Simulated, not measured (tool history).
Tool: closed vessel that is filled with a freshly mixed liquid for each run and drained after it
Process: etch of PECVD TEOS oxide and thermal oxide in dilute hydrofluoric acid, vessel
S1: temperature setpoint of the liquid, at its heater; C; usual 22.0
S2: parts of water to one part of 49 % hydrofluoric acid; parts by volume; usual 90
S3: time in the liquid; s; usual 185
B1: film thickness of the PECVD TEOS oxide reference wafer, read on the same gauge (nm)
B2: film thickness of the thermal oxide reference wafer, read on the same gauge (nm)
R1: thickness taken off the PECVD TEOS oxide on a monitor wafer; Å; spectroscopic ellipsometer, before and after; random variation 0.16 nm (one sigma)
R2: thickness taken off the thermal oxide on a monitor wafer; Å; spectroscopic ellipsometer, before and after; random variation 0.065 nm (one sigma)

run	hour	S1	S2	S3	B1	B2	R1	R2
1	0.0	22.0	90	185	69.95	59.99	619.1	92.8
2	14.5	22.0	90	185	70.03	60.00	620.0	92.1
3	21.2	22.0	90	185	70.02	60.00	620.8	92.2
4	28.6	23.5	90	185	70.01	60.01	655.7	100.2
5	44.9	23.5	90	185	69.99	60.01	657.6	98.8
6	51.5	22.0	90	185	69.98	60.00	619.5	93.2
7	67.7	22.0	90	185	70.00	60.00	621.8	93.9
8	108.9	22.0	90	185	70.01	60.00	621.4	92.7
9	115.8	22.0	90	185	69.97	60.01	621.7	93.3
10	122.6	24.5	55	80	69.97	59.99	507.3	75.9
11	139.7	22.0	130	240	70.02	59.99	561.2	85.2
12	149.4	26.0	90	220	69.99	60.00	908.6	135.4
13	164.8	22.0	90	185	70.03	60.00	651.4	98.5
14	180.4	26.5	110	235	69.97	60.00	793.8	119.6
15	195.0	18.5	90	140	70.01	60.00	374.1	56.3
16	208.5	17.5	135	140	70.03	59.98	228.4	34.1

Not shown: 4 entries that the log had between the listed runs. Between which runs, and how does the tool's hidden state differ before and after?
Between runs 8 and 9: gauge calibrated (hour 109.9)
  no hidden state differs between the two runs
  measured less the result without the state, R1: +65.3 -> +65.6 Å; R2: +9.8 -> +9.8 Å
Between runs 10 and 11: hydrofluoric acid flow meter replaced (hour 130.9)
  hydrofluoric acid flow above the setpoint (%): 10.7 -> 15.4
  measured less the result without the state, R1: +52.1 -> +84.5 Å; R2: +7.8 -> +12.9 Å
Between runs 12 and 13: thermometer replaced (hour 151.7)
  no hidden state differs between the two runs
  measured less the result without the state, R1: +134.2 -> +95.7 Å; R2: +20.0 -> +14.4 Å
Between runs 14 and 15: hydrofluoric acid flow meter replaced, repeated, since the last time left the tool worse (hour 181.7)
  hydrofluoric acid flow above the setpoint (%): 15.6 -> 2.29
  measured less the result without the state, R1: +120.2 -> +9.2 Å; R2: +18.1 -> +1.4 Å
